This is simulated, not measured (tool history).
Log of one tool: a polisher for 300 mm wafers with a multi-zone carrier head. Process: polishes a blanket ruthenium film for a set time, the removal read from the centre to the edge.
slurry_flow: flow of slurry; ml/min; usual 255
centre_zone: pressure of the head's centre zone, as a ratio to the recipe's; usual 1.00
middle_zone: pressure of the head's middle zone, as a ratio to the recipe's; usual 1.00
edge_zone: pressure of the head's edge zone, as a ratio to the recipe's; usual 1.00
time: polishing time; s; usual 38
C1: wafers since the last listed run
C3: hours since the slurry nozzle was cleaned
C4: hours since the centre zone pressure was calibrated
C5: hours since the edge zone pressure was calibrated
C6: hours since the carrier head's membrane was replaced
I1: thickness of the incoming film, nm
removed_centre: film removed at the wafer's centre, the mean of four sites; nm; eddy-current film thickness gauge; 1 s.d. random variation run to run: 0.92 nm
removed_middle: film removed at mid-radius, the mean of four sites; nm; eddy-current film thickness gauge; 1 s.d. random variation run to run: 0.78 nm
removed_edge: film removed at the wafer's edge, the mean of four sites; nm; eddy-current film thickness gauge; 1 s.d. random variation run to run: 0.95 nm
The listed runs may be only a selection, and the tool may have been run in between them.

run 1 hour=0.0 | slurry_flow=255 centre_zone=1.00 middle_zone=1.00 edge_zone=1.00 time=38 | C1=0 wafers_polished_on_this_pad=1172 C3=522.9 C4=233.3 C5=717.2 C6=844.4 | I1=475.0 | removed_centre=65.1 removed_middle=64.9 removed_edge=64.4
-- hour=33.2 edge zone pressure recalibrated
-- hour=203.6 slurry nozzle cleaned
run 2 hour=230.2 | slurry_flow=255 centre_zone=1.09 middle_zone=1.00 edge_zone=1.03 time=38 | C1=1821 wafers_polished_on_this_pad=2993 C3=26.6 C4=463.5 C5=197.0 C6=1074.6 | I1=481.4 | removed_centre=68.0 removed_middle=65.4 removed_edge=67.7
-- hour=248.4 carrier head's membrane replaced by a new one
run 3 hour=301.9 | slurry_flow=255 centre_zone=1.09 middle_zone=1.00 edge_zone=1.03 time=38 | C1=534 wafers_polished_on_this_pad=3528 C3=98.3 C4=535.2 C5=268.7 C6=53.5 | I1=485.1 | removed_centre=68.9 removed_middle=65.1 removed_edge=67.2
run 4 hour=376.6 | slurry_flow=255 centre_zone=0.90 middle_zone=1.00 edge_zone=1.00 time=38 | C1=598 wafers_polished_on_this_pad=4127 C3=173.0 C4=609.9 C5=343.4 C6=128.2 | I1=486.3 | removed_centre=60.9 removed_middle=65.5 removed_edge=66.2
-- hour=468.0 centre zone pressure recalibrated
run 5 hour=468.5 | slurry_flow=330 centre_zone=1.00 middle_zone=1.07 edge_zone=0.92 time=43 | C1=720 wafers_polished_on_this_pad=4848 C3=264.9 C4=0.5 C5=435.3 C6=220.1 | I1=481.2 | removed_centre=76.1 removed_middle=79.5 removed_edge=73.2
run 6 hour=533.9 | slurry_flow=280 centre_zone=0.93 middle_zone=1.00 edge_zone=1.00 time=38 | C1=524 wafers_polished_on_this_pad=5372 C3=330.3 C4=65.9 C5=500.7 C6=285.5 | I1=477.1 | removed_centre=61.4 removed_middle=65.7 removed_edge=66.4
run 7 hour=577.8 | slurry_flow=230 centre_zone=0.94 middle_zone=1.00 edge_zone=0.96 time=41 | C1=351 wafers_polished_on_this_pad=5724 C3=374.2 C4=109.8 C5=544.6 C6=329.4 | I1=483.5 | removed_centre=64.4 removed_middle=69.8 removed_edge=69.5
-- hour=657.7 worn pad replaced by a new one
run 8 hour=665.9 | slurry_flow=255 centre_zone=0.97 middle_zone=1.00 edge_zone=1.00 time=38 | C1=674 wafers_polished_on_this_pad=66 C3=462.3 C4=197.9 C5=632.7 C6=417.5 | I1=481.5 | removed_centre=62.7 removed_middle=64.4 removed_edge=67.4
run 9 hour=740.5 | slurry_flow=310 centre_zone=0.93 middle_zone=1.00 edge_zone=1.04 time=46 | C1=598 wafers_polished_on_this_pad=664 C3=536.9 C4=272.5 C5=707.3 C6=492.1 | I1=480.3 | removed_centre=75.4 removed_middle=80.1 removed_edge=83.3
-- hour=778.6 edge zone pressure recalibrated
run 10 hour=796.0 | slurry_flow=210 centre_zone=1.00 middle_zone=1.00 edge_zone=1.00 time=38 | C1=428 wafers_polished_on_this_pad=1093 C3=592.4 C4=328.0 C5=17.4 C6=547.6 | I1=479.0 | removed_centre=60.7 removed_middle=63.6 removed_edge=63.7
run 11 hour=898.4 | slurry_flow=255 centre_zone=1.00 middle_zone=1.00 edge_zone=1.00 time=38 | C1=820 wafers_polished_on_this_pad=1914 C3=694.8 C4=430.4 C5=119.8 C6=650.0 | I1=479.4 | removed_centre=65.4 removed_middle=64.4 removed_edge=66.6
-- hour=947.5 slurry nozzle cleaned
run 12 hour=974.9 | slurry_flow=310 centre_zone=1.00 middle_zone=0.90 edge_zone=0.95 time=38 | C1=605 wafers_polished_on_this_pad=2519 C3=27.4 C4=506.9 C5=196.3 C6=726.5 | I1=485.7 | removed_centre=68.0 removed_middle=62.3 removed_edge=66.6
run 13 hour=1072.9 | slurry_flow=255 centre_zone=1.00 middle_zone=1.00 edge_zone=1.00 time=38 | C1=785 wafers_polished_on_this_pad=3304 C3=125.4 C4=604.9 C5=294.3 C6=824.5 | I1=487.4 | removed_centre=62.7 removed_middle=64.9 removed_edge=68.6
run 14 hour=1166.2 | slurry_flow=255 centre_zone=1.00 middle_zone=1.00 edge_zone=1.00 time=50 | C1=747 wafers_polished_on_this_pad=4052 C3=218.7 C4=698.2 C5=387.6 C6=917.8 | I1=482.9 | removed_centre=85.2 removed_middle=85.3 removed_edge=87.0
run 15 hour=1264.9 | slurry_flow=230 centre_zone=0.94 middle_zone=1.00 edge_zone=0.96 time=41 | C1=791 wafers_polished_on_this_pad=4844 C3=317.4 C4=796.9 C5=486.3 C6=1016.5 | I1=481.0 | removed_centre=65.9 removed_middle=68.1 removed_edge=70.3
-- hour=1336.3 centre zone pressure recalibrated
run 16 hour=1348.6 | slurry_flow=255 centre_zone=1.00 middle_zone=1.00 edge_zone=1.08 time=38 | C1=654 wafers_polished_on_this_pad=5499 C3=401.1 C4=12.3 C5=570.0 C6=1100.2 | I1=476.0 | removed_centre=63.1 removed_middle=64.7 removed_edge=69.4
run 17 hour=1416.6 | slurry_flow=255 centre_zone=1.00 middle_zone=1.00 edge_zone=0.93 time=31 | C1=545 wafers_polished_on_this_pad=6044 C3=469.1 C4=80.3 C5=638.0 C6=1168.2 | I1=476.3 | removed_centre=51.5 removed_middle=53.1 removed_edge=53.3
-- hour=1437.4 carrier head's membrane replaced by a new one
-- hour=1442.5 worn pad replaced by a new one
run 18 hour=1463.2 | slurry_flow=255 centre_zone=1.00 middle_zone=1.00 edge_zone=1.00 time=38 | C1=301 wafers_polished_on_this_pad=166 C3=515.7 C4=126.9 C5=684.6 C6=25.8 | I1=489.9 | removed_centre=64.6 removed_middle=65.8 removed_edge=67.8
run 19 hour=1555.8 | slurry_flow=255 centre_zone=1.00 middle_zone=0.91 edge_zone=1.00 time=50 | C1=742 wafers_polished_on_this_pad=908 C3=608.3 C4=219.5 C5=777.2 C6=118.4 | I1=484.2 | removed_centre=83.6 removed_middle=78.0 removed_edge=87.6
-- hour=1591.3 edge zone pressure recalibrated
run 20 hour=1624.5 | slurry_flow=255 centre_zone=0.96 middle_zone=1.00 edge_zone=1.00 time=38 | C1=534 wafers_polished_on_this_pad=1443 C3=677.0 C4=288.2 C5=33.2 C6=187.1 | I1=479.9 | removed_centre=62.5 removed_middle=64.2 removed_edge=68.2
-- hour=1720.8 slurry nozzle cleaned
run 21 hour=1731.7 | slurry_flow=315 centre_zone=1.00 middle_zone=1.00 edge_zone=1.00 time=32 | C1=851 wafers_polished_on_this_pad=2294 C3=10.9 C4=395.4 C5=140.4 C6=294.3 | I1=484.8 | removed_centre=55.2 removed_middle=56.6 removed_edge=55.3

Alternative continuations, all from the tool just after run 21; predict every row:
run A hour=1732.1 | slurry_flow=255 centre_zone=1.00 middle_zone=1.11 edge_zone=1.00 time=38 | C1=3 wafers_polished_on_this_pad=2297 C3=11.3 C4=395.8 C5=140.8 C6=294.7 | I1=479.4 | removed_centre=? removed_middle=? removed_edge=?
run B hour=1732.1 | slurry_flow=255 centre_zone=1.00 middle_zone=0.95 edge_zone=1.00 time=50 | C1=3 wafers_polished_on_this_pad=2297 C3=11.3 C4=395.8 C5=140.8 C6=294.7 | I1=479.4 | removed_centre=? removed_middle=? removed_edge=?
run C hour=1732.1 | slurry_flow=300 centre_zone=1.00 middle_zone=1.00 edge_zone=1.05 time=38 | C1=3 wafers_polished_on_this_pad=2297 C3=11.3 C4=395.8 C5=140.8 C6=294.7 | I1=479.4 | removed_centre=? removed_middle=? removed_edge=?
run D hour=1732.1 | slurry_flow=255 centre_zone=0.89 middle_zone=1.00 edge_zone=1.00 time=38 | C1=3 wafers_polished_on_this_pad=2297 C3=11.3 C4=395.8 C5=140.8 C6=294.7 | I1=479.4 | removed_centre=? removed_middle=? removed_edge=?
run E hour=1732.1 | slurry_flow=215 centre_zone=1.05 middle_zone=1.11 edge_zone=0.94 time=38 | C1=3 wafers_polished_on_this_pad=2297 C3=11.3 C4=395.8 C5=140.8 C6=294.7 | I1=479.4 | removed_centre=? removed_middle=? removed_edge=?

run=A removed_centre=63.1 removed_middle=72.4 removed_edge=67.2
run=B removed_centre=82.9 removed_middle=84.1 removed_edge=88.6
run=C removed_centre=64.3 removed_middle=67.7 removed_edge=69.5
run=D removed_centre=58.0 removed_middle=66.6 removed_edge=67.3
run=E removed_centre=63.9 removed_middle=70.9 removed_edge=64.5
With no hidden state in the tool, these same runs would have given:
run=A removed_centre=63.1 removed_middle=72.4 removed_edge=67.2
run=B removed_centre=82.9 removed_middle=84.1 removed_edge=88.6
run=C removed_centre=64.3 removed_middle=67.7 removed_edge=69.5
run=D removed_centre=58.0 removed_middle=66.6 removed_edge=67.3
run=E removed_centre=63.9 removed_middle=70.9 removed_edge=64.5
